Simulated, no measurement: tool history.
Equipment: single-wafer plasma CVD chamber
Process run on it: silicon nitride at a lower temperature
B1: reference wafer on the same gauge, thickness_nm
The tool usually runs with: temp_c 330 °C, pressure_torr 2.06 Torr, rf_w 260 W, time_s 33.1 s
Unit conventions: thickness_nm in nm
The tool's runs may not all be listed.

{"run": 1, "hour": 0.0, "temp_c": 330, "pressure_torr": 2.06, "rf_w": 260, "time_s": 30.8, "B1": 42.111, "thickness_nm": 34.103}
{"run": 2, "hour": 8.5, "temp_c": 330, "pressure_torr": 2.06, "rf_w": 260, "time_s": 30.8, "B1": 42.108, "thickness_nm": 34.197}
{"run": 3, "hour": 50.0, "temp_c": 330, "pressure_torr": 2.06, "rf_w": 260, "time_s": 33.1, "B1": 42.092, "thickness_nm": 36.807}
{"run": 4, "hour": 61.6, "temp_c": 330, "pressure_torr": 2.06, "rf_w": 260, "time_s": 33.1, "B1": 42.121, "thickness_nm": 36.708}
{"run": 5, "hour": 86.0, "temp_c": 330, "pressure_torr": 2.06, "rf_w": 260, "time_s": 33.1, "B1": 42.082, "thickness_nm": 36.578}
{"run": 6, "hour": 102.0, "temp_c": 330, "pressure_torr": 2.06, "rf_w": 260, "time_s": 33.1, "B1": 42.106, "thickness_nm": 36.398}
{"hour": 129.0, "done": "RF generator calibrated"}
{"hour": 138.9, "done": "capacitance manometer re-zeroed and calibrated"}
{"run": 7, "hour": 148.5, "temp_c": 330, "pressure_torr": 2.06, "rf_w": 260, "time_s": 33.1, "B1": 42.098, "thickness_nm": 36.592}
{"run": 8, "hour": 162.3, "temp_c": 330, "pressure_torr": 2.06, "rf_w": 260, "time_s": 33.1, "B1": 42.102, "thickness_nm": 36.593}
{"run": 9, "hour": 170.5, "temp_c": 330, "pressure_torr": 2.06, "rf_w": 260, "time_s": 33.1, "B1": 42.099, "thickness_nm": 36.665}
{"run": 10, "hour": 176.5, "temp_c": 330, "pressure_torr": 2.06, "rf_w": 260, "time_s": 33.1, "B1": 42.126, "thickness_nm": 36.712}
{"run": 11, "hour": 190.0, "temp_c": 330, "pressure_torr": 2.06, "rf_w": 260, "time_s": 33.1, "B1": 42.101, "thickness_nm": 36.677}
{"hour": 199.2, "done": "showerhead replaced"}
{"run": 12, "hour": 201.6, "temp_c": 330, "pressure_torr": 2.06, "rf_w": 260, "time_s": 33.1, "B1": 42.089, "thickness_nm": 36.616}
{"run": 13, "hour": 216.6, "temp_c": 330, "pressure_torr": 2.06, "rf_w": 260, "time_s": 33.1, "B1": 42.095, "thickness_nm": 36.708}
{"run": 14, "hour": 227.5, "temp_c": 330, "pressure_torr": 2.06, "rf_w": 260, "time_s": 33.1, "B1": 42.09, "thickness_nm": 36.71}
{"run": 15, "hour": 233.9, "temp_c": 330, "pressure_torr": 2.06, "rf_w": 260, "time_s": 30.9, "B1": 42.102, "thickness_nm": 34.185}
{"hour": 234.2, "done": "gauge calibrated"}
{"run": 16, "hour": 240.4, "temp_c": 330, "pressure_torr": 2.06, "rf_w": 260, "time_s": 33.1, "B1": 42.117, "thickness_nm": 36.549}
{"run": 17, "hour": 256.5, "temp_c": 330, "pressure_torr": 2.06, "rf_w": 260, "time_s": 33.1, "B1": 42.058, "thickness_nm": 36.674}
{"run": 18, "hour": 270.8, "temp_c": 330, "pressure_torr": 1.69, "rf_w": 210, "time_s": 28.7, "B1": 42.125, "thickness_nm": 23.331}
{"hour": 290.7, "done": "thermocouple changed; heater temperature recalibrated"}
{"run": 19, "hour": 291.2, "temp_c": 330, "pressure_torr": 2.52, "rf_w": 260, "time_s": 33.1, "B1": 42.093, "thickness_nm": 39.524}
{"run": 20, "hour": 294.9, "temp_c": 344, "pressure_torr": 1.78, "rf_w": 220, "time_s": 28.4, "B1": 42.12, "thickness_nm": 24.734}
{"run": 21, "hour": 304.4, "temp_c": 335, "pressure_torr": 2.06, "rf_w": 305, "time_s": 33.1, "B1": 42.063, "thickness_nm": 42.252}
{"run": 22, "hour": 313.7, "temp_c": 344, "pressure_torr": 1.78, "rf_w": 220, "time_s": 28.4, "B1": 42.093, "thickness_nm": 24.729}
{"run": 23, "hour": 324.3, "temp_c": 330, "pressure_torr": 1.62, "rf_w": 220, "time_s": 33.1, "B1": 42.114, "thickness_nm": 27.611}
{"run": 24, "hour": 333.9, "temp_c": 339, "pressure_torr": 1.92, "rf_w": 260, "time_s": 37.0, "B1": 42.112, "thickness_nm": 39.744}
{"run": 25, "hour": 342.4, "temp_c": 330, "pressure_torr": 2.06, "rf_w": 260, "time_s": 33.1, "B1": 42.091, "thickness_nm": 36.658}
{"run": 26, "hour": 360.3, "temp_c": 341, "pressure_torr": 1.89, "rf_w": 310, "time_s": 33.1, "B1": 42.104, "thickness_nm": 40.973}
{"run": 27, "hour": 399.1, "temp_c": 330, "pressure_torr": 2.06, "rf_w": 275, "time_s": 33.1, "B1": 42.094, "thickness_nm": 38.633}
{"run": 28, "hour": 414.9, "temp_c": 321, "pressure_torr": 2.33, "rf_w": 280, "time_s": 39.6, "B1": 42.106, "thickness_nm": 49.276}

Give the tool's hidden conditions for every run:
wafer temperature above the value expected at the setpoint (K): 0 across all the runs
delivered RF power above the setpoint (%): 0 across all the runs
true pressure above the setpoint (%): 0 across all the runs
gauge reads high (%): 0 across all the runs
